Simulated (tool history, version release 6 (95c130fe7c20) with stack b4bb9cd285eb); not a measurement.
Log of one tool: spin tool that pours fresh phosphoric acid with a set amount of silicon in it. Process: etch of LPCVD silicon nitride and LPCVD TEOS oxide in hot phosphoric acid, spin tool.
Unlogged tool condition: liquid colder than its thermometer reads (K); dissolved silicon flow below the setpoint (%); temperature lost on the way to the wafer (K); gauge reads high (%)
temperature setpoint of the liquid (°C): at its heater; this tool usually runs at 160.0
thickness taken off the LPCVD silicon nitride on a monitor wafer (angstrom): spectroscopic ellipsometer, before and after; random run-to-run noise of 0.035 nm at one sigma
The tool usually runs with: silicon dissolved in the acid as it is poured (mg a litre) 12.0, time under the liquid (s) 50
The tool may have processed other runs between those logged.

run	hour	temperature setpoint of the liquid (°C)	silicon dissolved in the acid as it is poured (mg a litre)	time under the liquid (s)	wafers since the last listed run	hours since the thermometer was replaced	hours since the dissolved silicon flow meter was replaced	hours since the heated supply line was repaired	hours since the gauge calibration	read-back film thickness of the LPCVD silicon nitride reference wafer, read on the same gauge (nm)	thickness taken off the LPCVD silicon nitride on a monitor wafer (angstrom)
1	0.0	160.0	12.0	50	0	2098.6	1745.1	344.6	628.2	110.003	41.40
2	56.0	160.0	12.0	50	781	2154.6	1801.1	400.6	684.2	109.974	41.82
3	150.3	160.0	12.0	50	1316	2248.9	1895.4	494.9	778.5	110.002	41.56
4	230.6	160.0	12.0	50	1120	2329.2	1975.7	575.2	858.8	109.955	40.90
5	331.3	160.0	12.0	50	1405	2429.9	2076.4	675.9	959.5	110.043	41.02
# hour 373.4: gauge calibrated
6	389.5	160.0	12.0	50	812	2488.1	2134.6	734.1	16.1	110.028	40.76
7	436.1	160.0	12.0	50	650	2534.7	2181.2	780.7	62.7	109.992	40.16
# hour 479.4: thermometer replaced
8	515.8	160.0	12.0	50	1098	36.4	2260.9	860.4	142.4	109.997	45.03
9	592.8	161.0	12.0	60	1074	113.4	2337.9	937.4	219.4	110.006	56.53
10	629.9	160.0	12.0	35	517	150.5	2375.0	974.5	256.5	109.979	31.39
# hour 701.7: heated supply line repaired
# hour 703.0: dissolved silicon flow meter replaced
11	706.8	160.0	12.0	75	1045	227.4	3.8	5.1	333.4	110.005	65.82
12	762.0	159.0	12.0	60	770	282.6	59.0	60.3	388.6	109.985	51.92
13	810.1	163.0	17.5	25	671	330.7	107.1	108.4	436.7	109.998	24.30
14	857.6	161.0	12.0	50	662	378.2	154.6	155.9	484.2	110.008	45.91
15	900.3	159.0	12.0	60	595	420.9	197.3	198.6	526.9	110.004	51.27
16	965.8	160.0	12.0	50	914	486.4	262.8	264.1	592.4	110.010	44.43
17	1049.5	158.0	8.0	30	1168	570.1	346.5	347.8	676.1	110.000	24.50
18	1144.4	160.0	12.0	30	1324	665.0	441.4	442.7	771.0	110.025	26.32
19	1224.5	161.0	9.0	50	1117	745.1	521.5	522.8	851.1	109.979	45.30

Below are 4 alternative next runs, each starting from the tool's condition after run 19. Predict each:
A	1224.9	160.0	12.0	50	5	745.5	521.9	523.2	851.5	?	?
B	1224.9	161.5	12.0	50	5	745.5	521.9	523.2	851.5	?	?
C	1224.9	160.0	3.5	50	5	745.5	521.9	523.2	851.5	?	?
D	1224.9	162.0	17.0	30	5	745.5	521.9	523.2	851.5	?	?

run	read-back film thickness of the LPCVD silicon nitride reference wafer, read on the same gauge (nm)	thickness taken off the LPCVD silicon nitride on a monitor wafer (angstrom)
A	109.981	44.08
B	109.981	46.36
C	109.981	44.08
D	109.981	28.28
Without the tool's hidden state the same runs would have given:
run	thickness taken off the LPCVD silicon nitride on a monitor wafer (angstrom)
A	45.39
B	47.72
C	45.39
D	29.12
